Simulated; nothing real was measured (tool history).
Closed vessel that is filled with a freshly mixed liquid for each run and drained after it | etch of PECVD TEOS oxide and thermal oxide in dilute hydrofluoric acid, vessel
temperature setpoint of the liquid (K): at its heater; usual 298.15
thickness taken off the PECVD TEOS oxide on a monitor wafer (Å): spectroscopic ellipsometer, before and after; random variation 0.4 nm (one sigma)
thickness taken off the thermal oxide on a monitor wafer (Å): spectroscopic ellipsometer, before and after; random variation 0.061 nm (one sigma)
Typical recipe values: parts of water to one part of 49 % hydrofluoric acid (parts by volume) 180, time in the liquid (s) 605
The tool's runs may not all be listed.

run,hour,temperature setpoint of the liquid (K),parts of water to one part of 49 % hydrofluoric acid (parts by volume),time in the liquid (s),"read-back film thickness of the PECVD TEOS oxide reference wafer, read on the same gauge (nm)","read-back film thickness of the thermal oxide reference wafer, read on the same gauge (nm)",thickness taken off the PECVD TEOS oxide on a monitor wafer (Å),thickness taken off the thermal oxide on a monitor wafer (Å)
1,0.0,298.15,220,605,102.63,112.01,301.0,114.0
# hour 31.8: hydrofluoric acid flow meter replaced
2,50.0,300.15,180,405,102.44,111.78,269.2,104.8
3,150.1,300.15,180,405,102.10,111.40,269.7,104.3
4,193.2,298.15,180,605,101.97,111.26,379.6,143.6
# hour 198.7: thermometer replaced
5,240.3,298.15,180,605,101.86,111.10,376.8,144.8
6,300.1,298.15,215,605,101.70,110.93,299.7,116.6
7,368.4,298.15,180,605,101.55,110.75,380.2,143.2
8,455.0,298.15,180,605,101.36,110.57,374.8,142.6
9,499.0,301.15,180,605,101.30,110.49,416.3,159.1
10,548.0,300.65,180,605,101.22,110.42,416.1,157.2
11,627.0,293.15,180,605,101.09,110.31,313.5,118.3
12,699.4,298.15,230,890,101.03,110.20,408.5,155.8
13,747.2,298.15,180,605,100.95,110.14,374.6,143.4
14,788.6,298.15,180,605,100.92,110.11,380.0,143.6
15,835.4,299.65,180,395,100.88,110.02,256.8,98.6
16,914.5,294.65,250,740,100.80,109.99,265.6,102.6
# hour 976.8: gauge calibrated
17,1016.4,298.15,180,605,109.55,119.50,405.9,155.1
18,1066.0,300.65,180,605,108.96,118.89,434.8,168.9
# hour 1109.8: hydrofluoric acid flow meter replaced
19,1144.3,302.15,270,440,108.10,117.94,202.7,77.3
20,1239.6,298.15,240,305,107.21,116.96,139.7,54.0
21,1294.1,298.15,140,845,106.77,116.41,742.0,284.4
22,1365.6,298.15,205,845,106.22,115.89,472.6,179.5
# hour 1374.6: thermometer replaced
23,1417.7,298.15,265,605,105.88,115.52,245.1,93.8
24,1519.2,295.15,250,500,105.28,114.84,193.7,74.4
25,1582.6,298.15,100,805,104.99,114.48,1035.0,393.8
26,1659.7,300.15,180,605,104.64,114.15,415.1,159.2
27,1720.8,298.15,180,605,104.42,113.87,390.2,148.7

Below are 3 alternative next runs, each starting from the tool's condition after run 27. Predict each:
A,1721.6,298.15,180,960,?,?,?,?
B,1721.6,298.15,210,900,?,?,?,?
C,1721.6,295.15,100,605,?,?,?,?

run,"read-back film thickness of the PECVD TEOS oxide reference wafer, read on the same gauge (nm)","read-back film thickness of the thermal oxide reference wafer, read on the same gauge (nm)",thickness taken off the PECVD TEOS oxide on a monitor wafer (Å),thickness taken off the thermal oxide on a monitor wafer (Å)
A,104.41,113.84,622.1,234.9
B,104.41,113.84,483.6,182.6
C,104.41,113.84,688.7,260.0
The same runs, with their run-to-run variation unchanged, on a tool lacking any hidden condition would have given:
run,thickness taken off the PECVD TEOS oxide on a monitor wafer (Å),thickness taken off the thermal oxide on a monitor wafer (Å)
A,655.4,247.5
B,509.5,192.4
C,725.6,274.0

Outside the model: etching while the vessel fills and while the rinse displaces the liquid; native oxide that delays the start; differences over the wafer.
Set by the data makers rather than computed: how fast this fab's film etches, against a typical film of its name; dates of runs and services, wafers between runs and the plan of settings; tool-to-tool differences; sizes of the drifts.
